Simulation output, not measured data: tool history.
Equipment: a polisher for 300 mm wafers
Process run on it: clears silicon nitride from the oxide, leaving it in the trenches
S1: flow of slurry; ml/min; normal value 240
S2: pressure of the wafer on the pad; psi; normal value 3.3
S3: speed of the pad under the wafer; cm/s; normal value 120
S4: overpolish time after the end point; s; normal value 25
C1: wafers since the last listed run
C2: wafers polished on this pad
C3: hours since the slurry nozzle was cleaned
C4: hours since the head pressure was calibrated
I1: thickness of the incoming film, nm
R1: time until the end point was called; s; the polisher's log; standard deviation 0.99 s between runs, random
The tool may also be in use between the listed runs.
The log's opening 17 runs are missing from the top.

run     day   S1   S2   S3  S4   C1   C2     C3     C4    I1    R1
     10.638  -- head pressure recalibrated
 18  10.925  195  2.3  160  15   65  156   65.2    6.9  88.7  71.1
 19  11.675  320  3.3  120  25   96  253   83.2   24.9  90.2  63.9
 20  12.212  305  3.8  134  25   69  322   96.1   37.8  88.6    49
 21  12.829  215  4.4  148  12   79  402  110.9   52.6  90.7  41.6
 22  13.362  240  3.3  120  25   68  471  123.7   65.4  91.2  67.2
     14.758  -- worn pad replaced by a new one
 23  14.783  240  3.3  120  25  161    3  157.8   99.5  91.5    67
 24  15.058  240  3.3  120  25   35   38  164.4  106.1    89  66.7
 25  15.467  170  4.3  120  25   52   91  174.2  115.9  90.1  54.3
 26  15.946  240  3.3  120  25   61  153  185.7  127.4  89.3    64
 27  16.212  180  2.7  162  14   34  187  192.1  133.8    89  61.5
 28   16.95  320  3.3  120  25   95  282  209.8  151.5    90  64.4
 29  17.392  240  3.3  142  25   56  339  220.4  162.1    90  54.5
 30  17.983  240  3.3  120  25   76  415  234.6  176.3  89.3  66.7
 31  18.733  240  3.3  120  25   96  512  252.6  194.3  89.5  64.9

Here are 4 independent what-if runs from the current tool condition. What would each one return?
  A  18.75  240  3.3  120  31   2  514  253  194.7  89.8   ?
  B  18.75  240  3.3   82  25   2  514  253  194.7  89.8   ?
  C  18.75  240  4.3  120  25   2  514  253  194.7  89.8   ?
  D  18.75  240  2.9  120  25   2  514  253  194.7  89.8   ?

run    R1
  A  65.3
  B  95.6
  C  50.8
  D  73.8
Take away the tool's hidden state, keep each run's random variation, and the runs would have read:
run    R1
  A  64.2
  B    94
  C  49.9
  D  72.5
